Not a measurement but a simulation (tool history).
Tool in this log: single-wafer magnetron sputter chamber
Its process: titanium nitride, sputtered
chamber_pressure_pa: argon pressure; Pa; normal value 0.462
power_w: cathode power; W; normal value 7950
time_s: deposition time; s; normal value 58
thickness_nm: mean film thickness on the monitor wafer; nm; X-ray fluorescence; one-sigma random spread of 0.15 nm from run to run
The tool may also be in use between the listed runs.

run    day  chamber_pressure_pa  power_w  time_s  read-back reference wafer on the same gauge, thickness_nm  thickness_nm
  1      0                0.376     7950      58                                                    101.509        94.628
  2  0.421                0.376     7950      58                                                    101.372        94.596
  3  0.767                0.462     7500      58                                                    101.476        86.665
  4    1.5                0.462     7500      58                                                     101.52        86.599
  5  2.471                0.462     7500      58                                                    101.453        86.299
  6  2.779                0.462     7950      58                                                    101.486        91.593
     3.658  -- sputter target and shields replaced
  7  3.679                0.462     7950      58                                                    101.477        92.106
  8  3.871                0.462     7950      58                                                    101.483        91.978
     4.675  -- capacitance manometer re-zeroed and calibrated
  9  4.696                0.462     7950      58                                                     101.47        88.997
 10  4.992                0.462     7950      58                                                    101.463        88.919
 11  5.496                0.462     7950      58                                                    101.519        89.263
 12  6.133                0.462     7950      58                                                    101.496        89.387
 13  6.762                0.462     7950      58                                                    101.389        88.709
 14  7.021                0.637     7350      58                                                    101.462        77.069
 15  7.629                0.565     6100    50.6                                                    101.478        57.292
     8.362  -- magnet pack replaced
 16  8.383                0.462     9450    54.6                                                    101.467        99.409
 17  8.775                0.622     7950    64.9                                                    101.516        92.987
 18  9.446                0.462     7950      58                                                    101.468        88.667
 19  9.721                0.462     7950      58                                                    101.485         88.39

Run 20 has not been measured yet. What should we expect?
 20  10.283                0.573     6000    54.4                                                          ?             ?

{"run 20": {"read-back reference wafer on the same gauge, thickness_nm": 101.521, "thickness_nm": 59.869}}
The same run, on a tool lacking any hidden state, would have yielded thickness_nm 60.343 nm.
